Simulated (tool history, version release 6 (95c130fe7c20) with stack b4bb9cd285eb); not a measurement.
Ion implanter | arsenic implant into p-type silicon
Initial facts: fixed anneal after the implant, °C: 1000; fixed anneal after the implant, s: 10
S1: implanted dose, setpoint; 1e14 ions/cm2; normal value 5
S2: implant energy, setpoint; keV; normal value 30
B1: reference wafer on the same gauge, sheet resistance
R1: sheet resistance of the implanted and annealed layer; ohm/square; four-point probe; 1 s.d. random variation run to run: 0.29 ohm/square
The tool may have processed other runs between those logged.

run   hour    S1    S2      B1      R1
  1      0     5  32.5     161  190.58
  2   12.8  5.88    30     161   172.4
  3   37.6  5.88    30  161.01  172.07
  4   62.8  5.88    30  160.99  172.57
  5   92.5     5    30  160.99  193.17
  6  106.5  4.68    30  161.01  203.27
  7  134.5  4.68    30     161  203.12
  8  151.2     5    30  160.97  193.19
  9  177.1     5    30  160.97  193.06
 10    210     5    30  161.09  193.72
 11  241.1     5  24.5  161.02  199.79
     256.2  -- Faraday cup replaced and dose calibrated
 12    267     5  24.5  161.04  200.83
 13  279.1     5  24.5  160.99  201.05
     297.3  -- extraction supply calibrated
 14  299.3  3.99    30  160.97  230.54
 15  380.1     5    30  161.05  194.89
 16  395.1  5.91  26.5  161.03  175.93
 17  429.9  5.74  24.5  161.02  181.97
 18  451.3     5    30  161.01  194.02
 19  478.3   3.8  36.5     161  231.21
       487  -- gauge calibrated
 20  511.2  5.44    34  161.04  179.14
 21  534.4     5    30  160.97  194.69
 22  555.7  5.88    30  161.01  172.55
 23    582  3.64    40  161.03  235.23
 24  604.9  6.37    39     161  154.54
 25  638.4  6.42  37.5  160.98     155
 26  653.8  5.91    30  161.02  171.79
 27  684.7  5.42    39  160.99  174.95
 28  704.6  3.76  37.5  161.03  232.12
 29  724.2  5.79  26.5  161.03  177.66
 30  750.6     5    30  161.02  193.82
 31  785.5     5    30  160.95  193.73

How would selected steps in R1 from run to run divide? Give the signed amount a tool lacking its hidden state would still show from settings, what came in and random variation, and the signed amount left for the hidden state, including any gauge scatter that is not in both of the compared results.
Hidden state at play: deviation of the true dose from the Faraday cup's reading, %; deviation of the true energy from its setpoint, %; gauge reads high (%).
Run 11 -> 12: Faraday cup replaced and dose calibrated. R1 +1.04 ohm/square: hidden state +1.66, all else -0.62.
Run 22 -> 23: S1 5.88 -> 3.64, S2 30 -> 40. R1 +62.68 ohm/square: hidden state -0.46, all else +63.14.
Run 23 -> 24: S1 3.64 -> 6.37, S2 40 -> 39. R1 -80.69 ohm/square: hidden state +0.42, all else -81.11.
Run 27 -> 28: S1 5.42 -> 3.76, S2 39 -> 37.5. R1 +57.17 ohm/square: hidden state -0.45, all else +57.62.

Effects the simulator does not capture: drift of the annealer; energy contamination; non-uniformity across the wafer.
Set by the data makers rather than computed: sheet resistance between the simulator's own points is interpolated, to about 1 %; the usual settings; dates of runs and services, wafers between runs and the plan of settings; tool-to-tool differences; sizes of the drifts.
